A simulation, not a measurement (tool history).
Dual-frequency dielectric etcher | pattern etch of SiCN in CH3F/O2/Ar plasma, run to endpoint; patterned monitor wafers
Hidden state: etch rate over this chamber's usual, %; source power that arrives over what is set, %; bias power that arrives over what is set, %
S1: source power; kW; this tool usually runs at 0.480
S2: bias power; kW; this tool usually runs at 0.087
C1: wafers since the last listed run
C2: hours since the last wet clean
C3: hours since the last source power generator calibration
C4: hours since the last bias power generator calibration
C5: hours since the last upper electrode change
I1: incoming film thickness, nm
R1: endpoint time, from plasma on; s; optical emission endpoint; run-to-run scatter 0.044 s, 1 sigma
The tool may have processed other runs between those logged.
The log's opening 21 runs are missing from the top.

-- hour=465.9 wet clean of the chamber
run 22 hour=466.4 | S1=0.520 S2=0.098 | C1=286 C2=0.5 C3=370.7 C4=466.9 C5=2838.6 | I1=6.85 | R1=13.5
run 23 hour=466.7 | S1=0.480 S2=0.087 | C1=3 C2=0.8 C3=371.0 C4=467.2 C5=2838.9 | I1=6.95 | R1=14.6
run 24 hour=485.0 | S1=0.570 S2=0.069 | C1=210 C2=19.1 C3=389.3 C4=485.5 C5=2857.2 | I1=6.98 | R1=15.5
run 25 hour=507.8 | S1=0.520 S2=0.087 | C1=262 C2=41.9 C3=412.1 C4=508.3 C5=2880.0 | I1=6.86 | R1=14.3
-- hour=539.8 upper electrode replaced
run 26 hour=540.3 | S1=0.440 S2=0.071 | C1=97 C2=74.4 C3=444.6 C4=540.8 C5=0.5 | I1=6.84 | R1=16.1
run 27 hour=565.5 | S1=0.480 S2=0.087 | C1=290 C2=99.6 C3=469.8 C4=566.0 C5=25.7 | I1=6.83 | R1=14.6
run 28 hour=579.6 | S1=0.380 S2=0.079 | C1=162 C2=113.7 C3=483.9 C4=580.1 C5=39.8 | I1=6.92 | R1=16.2
run 29 hour=608.2 | S1=0.560 S2=0.107 | C1=329 C2=142.3 C3=512.5 C4=608.7 C5=68.4 | I1=6.81 | R1=12.8
run 30 hour=642.0 | S1=0.480 S2=0.071 | C1=389 C2=176.1 C3=546.3 C4=642.5 C5=102.2 | I1=6.95 | R1=16.0
run 31 hour=656.6 | S1=0.440 S2=0.087 | C1=168 C2=190.7 C3=560.9 C4=657.1 C5=116.8 | I1=6.87 | R1=15.0
run 32 hour=680.1 | S1=0.380 S2=0.107 | C1=270 C2=214.2 C3=584.4 C4=680.6 C5=140.3 | I1=6.96 | R1=14.5
run 33 hour=696.0 | S1=0.480 S2=0.087 | C1=183 C2=230.1 C3=600.3 C4=696.5 C5=156.2 | I1=6.94 | R1=14.9
-- hour=807.3 wet clean of the chamber
run 34 hour=807.8 | S1=0.540 S2=0.079 | C1=1011 C2=0.5 C3=712.1 C4=808.3 C5=268.0 | I1=6.92 | R1=14.7

5 options for the next run, each taken on its own from the tool as it stands now. Forecast them:
run A hour=808.2 | S1=0.380 S2=0.087 | C1=4 C2=0.9 C3=712.5 C4=808.7 C5=268.4 | I1=6.89 | R1=?
run B hour=808.2 | S1=0.590 S2=0.068 | C1=4 C2=0.9 C3=712.5 C4=808.7 C5=268.4 | I1=6.89 | R1=?
run C hour=808.2 | S1=0.530 S2=0.102 | C1=4 C2=0.9 C3=712.5 C4=808.7 C5=268.4 | I1=6.89 | R1=?
run D hour=808.2 | S1=0.560 S2=0.102 | C1=4 C2=0.9 C3=712.5 C4=808.7 C5=268.4 | I1=6.89 | R1=?
run E hour=808.2 | S1=0.390 S2=0.071 | C1=4 C2=0.9 C3=712.5 C4=808.7 C5=268.4 | I1=6.89 | R1=?

run=A R1=15.3
run=B R1=15.1
run=C R1=13.3
run=D R1=13.1
run=E R1=16.5
What these runs would have given with no unlogged condition in the tool:
run=A R1=15.5
run=B R1=15.3
run=C R1=13.5
run=D R1=13.3
run=E R1=16.7

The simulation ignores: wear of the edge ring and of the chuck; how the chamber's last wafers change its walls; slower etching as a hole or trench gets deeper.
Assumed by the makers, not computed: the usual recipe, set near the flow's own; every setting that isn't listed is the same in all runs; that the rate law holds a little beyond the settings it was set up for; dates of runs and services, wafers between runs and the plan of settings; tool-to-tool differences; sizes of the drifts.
